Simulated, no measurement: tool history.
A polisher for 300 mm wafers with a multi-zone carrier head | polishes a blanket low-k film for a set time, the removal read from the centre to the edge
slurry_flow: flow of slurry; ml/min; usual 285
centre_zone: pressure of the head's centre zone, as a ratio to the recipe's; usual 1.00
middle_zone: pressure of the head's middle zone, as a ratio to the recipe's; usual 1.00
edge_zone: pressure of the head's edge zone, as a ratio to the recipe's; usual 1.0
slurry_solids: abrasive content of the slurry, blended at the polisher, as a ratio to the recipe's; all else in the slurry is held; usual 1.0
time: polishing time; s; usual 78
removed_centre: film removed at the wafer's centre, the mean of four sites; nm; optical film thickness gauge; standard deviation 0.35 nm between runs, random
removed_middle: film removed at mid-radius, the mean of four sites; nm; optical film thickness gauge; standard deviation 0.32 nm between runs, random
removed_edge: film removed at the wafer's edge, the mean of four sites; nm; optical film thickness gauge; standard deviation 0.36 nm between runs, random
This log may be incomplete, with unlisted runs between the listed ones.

run,hour,slurry_flow,centre_zone,middle_zone,edge_zone,slurry_solids,time,"incoming thickness of the incoming film, nm",removed_centre,removed_middle,removed_edge
1,0.0,285,1.00,1.00,1.0,1.0,78,480.9,41.3,40.8,41.1
# hour 73.2: edge zone pressure recalibrated
2,89.1,285,1.00,1.00,1.0,1.0,78,488.3,40.8,41.0,41.7
3,140.0,285,1.00,1.00,1.0,1.0,78,482.7,41.6,40.4,40.9
4,196.9,375,1.00,1.00,1.1,1.0,78,482.3,42.7,41.6,44.2
5,252.8,285,1.00,1.09,1.0,1.0,78,485.0,41.0,43.1,41.5
6,362.6,285,1.00,1.00,1.0,1.0,78,477.7,41.6,40.7,41.3
# hour 407.6: worn pad replaced by a new one
7,436.2,285,1.00,1.00,1.0,1.0,78,479.0,40.9,40.3,40.8
# hour 661.7: carrier head's membrane replaced by a new one
8,666.1,240,0.88,1.00,1.0,1.0,78,480.6,35.2,39.6,40.9
# hour 675.6: edge zone pressure recalibrated
# hour 709.1: slurry nozzle cleaned
9,725.9,285,1.00,0.89,1.0,0.7,78,482.7,37.5,33.6,38.4
10,814.1,285,1.00,1.00,1.0,1.0,78,484.8,41.6,40.6,41.2
11,880.3,285,1.00,1.00,1.0,1.0,78,477.7,41.1,40.1,41.5
12,977.3,285,1.00,1.00,1.0,1.0,78,481.3,40.8,40.3,41.6

What will run 13 give?
# hour 1039.2: centre zone pressure recalibrated
13,1057.3,285,1.00,1.00,1.0,1.0,94,482.0,?,?,?

{"run 13": {"removed_centre": 48.9, "removed_middle": 49.5, "removed_edge": 51.0}}
If the tool had no hidden condition, the same run with the same run-to-run variation would have returned removed_centre 48.9 nm, removed_middle 49.5 nm, removed_edge 51.0 nm.
